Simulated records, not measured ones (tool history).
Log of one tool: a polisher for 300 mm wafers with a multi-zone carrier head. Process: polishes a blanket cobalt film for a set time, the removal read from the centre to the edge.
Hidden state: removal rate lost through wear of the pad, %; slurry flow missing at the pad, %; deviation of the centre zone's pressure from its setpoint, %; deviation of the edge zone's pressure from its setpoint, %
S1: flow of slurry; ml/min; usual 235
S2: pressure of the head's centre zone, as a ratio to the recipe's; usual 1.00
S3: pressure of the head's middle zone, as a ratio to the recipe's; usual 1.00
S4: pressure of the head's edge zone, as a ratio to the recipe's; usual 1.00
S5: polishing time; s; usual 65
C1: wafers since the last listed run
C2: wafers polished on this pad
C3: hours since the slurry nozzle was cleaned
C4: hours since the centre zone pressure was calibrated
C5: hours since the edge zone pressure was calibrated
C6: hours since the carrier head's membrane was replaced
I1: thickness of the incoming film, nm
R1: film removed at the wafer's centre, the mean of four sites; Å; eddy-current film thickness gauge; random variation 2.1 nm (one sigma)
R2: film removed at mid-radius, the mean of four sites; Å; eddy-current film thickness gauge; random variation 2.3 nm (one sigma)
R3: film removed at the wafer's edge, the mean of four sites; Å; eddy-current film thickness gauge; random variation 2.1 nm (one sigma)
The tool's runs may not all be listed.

run	day	S1	S2	S3	S4	S5	C1	C2	C3	C4	C5	C6	I1	R1	R2	R3
1	0.000	235	1.00	1.00	1.00	65	0	332	455.3	1075.6	618.0	1628.1	1102.4	2107	2091	2077
2	0.742	235	1.00	1.00	1.00	65	170	503	473.1	1093.4	635.8	1645.9	1095.8	2137	2081	2092
3	1.183	235	1.00	1.00	1.00	65	101	604	483.7	1104.0	646.4	1656.5	1119.4	2148	2116	2116
# day 2.479: centre zone pressure recalibrated
# day 2.704: carrier head's membrane replaced by a new one
# day 3.017: worn pad replaced by a new one
4	3.038	235	0.93	1.00	1.00	65	320	4	528.2	13.4	690.9	8.0	1108.4	2012	2132	2079
5	3.612	235	0.93	1.00	1.00	65	132	136	542.0	27.2	704.7	21.8	1110.6	1989	2091	2122
6	4.100	235	1.00	1.00	1.00	65	111	248	553.7	38.9	716.4	33.5	1103.8	2122	2088	2070
7	4.408	235	1.00	1.08	1.00	56	70	319	561.1	46.3	723.8	40.9	1105.7	1789	1909	1796
8	4.829	235	1.00	1.06	1.11	65	96	416	571.2	56.4	733.9	51.0	1126.7	2086	2219	2218
9	5.396	235	1.00	1.00	1.09	65	130	546	584.8	70.0	747.5	64.6	1114.0	2113	2105	2176
10	5.650	160	1.03	1.00	1.00	65	58	604	590.9	76.1	753.6	70.7	1099.2	1961	1906	1970
# day 7.079: slurry nozzle cleaned
# day 7.117: edge zone pressure recalibrated
11	7.733	235	1.00	1.00	0.93	75	460	1065	15.7	126.1	14.8	120.7	1105.9	2177	2178	2167
12	8.417	235	1.00	0.95	1.00	65	156	1222	32.1	142.5	31.2	137.1	1119.4	1849	1809	1916
# day 8.729: worn pad replaced by a new one
13	8.783	235	0.92	1.06	1.00	81	45	12	40.9	151.3	40.0	145.9	1108.9	2207	2515	2436
14	9.058	235	1.00	1.00	1.00	65	63	75	47.5	157.9	46.6	152.5	1106.4	1881	1921	1953
15	9.488	285	0.92	1.00	1.05	45	98	174	57.8	168.2	56.9	162.8	1109.0	1280	1373	1434
16	9.888	235	1.04	1.00	1.00	65	91	265	67.4	177.8	66.5	172.4	1116.1	1899	1872	1943
# day 10.162: slurry nozzle cleaned, repeated, since the last time left the tool worse
17	10.400	235	1.00	1.00	1.00	65	108	374	5.7	190.1	78.8	184.7	1129.5	2172	2215	2152
18	10.650	235	1.00	1.10	1.00	55	57	431	11.7	196.1	84.8	190.7	1107.1	1834	2012	1860
19	11.296	235	0.95	1.00	1.00	65	148	579	27.2	211.6	100.3	206.2	1119.5	2107	2186	2191
20	11.729	270	1.00	1.00	0.94	65	99	679	37.6	222.0	110.7	216.6	1099.4	2258	2229	2114
21	12.288	235	1.00	1.00	1.00	65	128	807	51.0	235.4	124.1	230.0	1099.7	2200	2161	2108
22	12.904	160	0.96	1.00	1.11	72	141	949	65.8	250.2	138.9	244.8	1112.3	2191	2234	2384
# day 13.275: worn pad replaced by a new one
23	13.592	235	1.00	1.00	1.00	65	119	72	82.3	266.7	155.4	261.3	1115.9	2202	2174	2181

Hidden state or all else? Some run-to-run changes of R1, split into what the settings, what came in and random variation would give without the hidden state, and what is left for the hidden state (with any gauge scatter that isn't in both results):
Run 10 -> 11: S1 160 -> 235, S2 1.03 -> 1.00, S4 1.00 -> 0.93, S5 65 -> 75, slurry nozzle cleaned, edge zone pressure recalibrated. R1 +216 Å: hidden state -205, all else +421.
Run 14 -> 15: S1 235 -> 285, S2 1.00 -> 0.92, S4 1.00 -> 1.05, S5 65 -> 45. R1 -601 Å: hidden state +161, all else -762.
Run 15 -> 16: S1 285 -> 235, S2 0.92 -> 1.04, S4 1.05 -> 1.00, S5 45 -> 65. R1 +619 Å: hidden state -180, all else +799.
Run 16 -> 17: S2 1.04 -> 1.00, slurry nozzle cleaned, repeated, since the last time left the tool worse. R1 +273 Å: hidden state +361, all else -88.
